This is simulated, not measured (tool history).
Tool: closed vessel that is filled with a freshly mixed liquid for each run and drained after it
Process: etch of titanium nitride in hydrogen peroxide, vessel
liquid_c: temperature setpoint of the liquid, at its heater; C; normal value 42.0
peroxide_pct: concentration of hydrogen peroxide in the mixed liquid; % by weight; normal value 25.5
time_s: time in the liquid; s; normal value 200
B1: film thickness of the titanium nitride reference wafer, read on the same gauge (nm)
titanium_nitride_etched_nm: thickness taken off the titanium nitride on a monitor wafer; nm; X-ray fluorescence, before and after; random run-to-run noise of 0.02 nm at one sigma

Run 1, hour 0.0: usual settings; B1 90.01. Result: titanium_nitride_etched_nm 5.18 nm.
Run 2, hour 26.3: usual settings; B1 89.99. Result: titanium_nitride_etched_nm 5.16 nm.
Run 3, hour 58.5: usual settings; B1 90.00. Result: titanium_nitride_etched_nm 5.16 nm.
Run 4, hour 141.7: usual settings; B1 90.02. Result: titanium_nitride_etched_nm 5.16 nm.
At hour 155.8: gauge calibrated.
Run 5, hour 156.7: usual settings; B1 90.00. Result: titanium_nitride_etched_nm 5.16 nm.
Run 6, hour 172.6: usual settings; B1 89.99. Result: titanium_nitride_etched_nm 5.15 nm.
Run 7, hour 203.9: usual settings; B1 89.99. Result: titanium_nitride_etched_nm 5.17 nm.
Run 8, hour 223.5: usual settings; B1 90.01. Result: titanium_nitride_etched_nm 5.18 nm.
Run 9, hour 235.5: usual settings but peroxide_pct 23.0 % by weight; B1 90.03. Result: titanium_nitride_etched_nm 5.06 nm.
Run 10, hour 257.3: usual settings but liquid_c 34.0 C, peroxide_pct 20.5 % by weight, time_s 85 s; B1 90.00. Result: titanium_nitride_etched_nm 1.12 nm.
Run 11, hour 282.1: usual settings; B1 90.00. Result: titanium_nitride_etched_nm 5.18 nm.
At hour 307.1: peroxide flow meter replaced.
Run 12, hour 309.8: usual settings but liquid_c 49.5 C, peroxide_pct 27.5 % by weight; B1 89.98. Result: titanium_nitride_etched_nm 9.14 nm.
At hour 332.3: new drum of peroxide connected.
Run 13, hour 340.6: usual settings but liquid_c 37.0 C, peroxide_pct 23.0 % by weight; B1 89.99. Result: titanium_nitride_etched_nm 3.48 nm.
At hour 371.7: thermometer replaced.
Run 14, hour 396.8: usual settings; B1 90.02. Result: titanium_nitride_etched_nm 4.97 nm.
Run 15, hour 411.8: usual settings; B1 90.02. Result: titanium_nitride_etched_nm 4.98 nm.
Run 16, hour 445.0: usual settings but liquid_c 48.5 C, time_s 150 s; B1 89.99. Result: titanium_nitride_etched_nm 6.09 nm.
Run 17, hour 477.2: usual settings but liquid_c 35.5 C, peroxide_pct 20.5 % by weight, time_s 95 s; B1 90.01. Result: titanium_nitride_etched_nm 1.37 nm.
Run 18, hour 499.2: usual settings but liquid_c 48.0 C; B1 90.00. Result: titanium_nitride_etched_nm 7.82 nm.

Table of differences, measured result less the result of that run with no hidden state. Run-to-run variation is the same in both. Gauge scatter possibly is not:
The hidden state here: liquid hotter than its thermometer reads (K); peroxide flow below the setpoint (%); peroxide weaker than its label (%); gauge reads high (%).
run  titanium_nitride_etched_nm
  1                       +0.18
  2                       +0.17
  3                       +0.17
  4                       +0.17
  5                       +0.17
  6                       +0.17
  7                       +0.17
  8                       +0.17
  9                       +0.17
 10                       +0.04
 11                       +0.17
 12                       +0.28
 13                       +0.19
 14                       +0.01
 15                       +0.01
 16                       +0.01
 17                       +0.00
 18                       +0.01
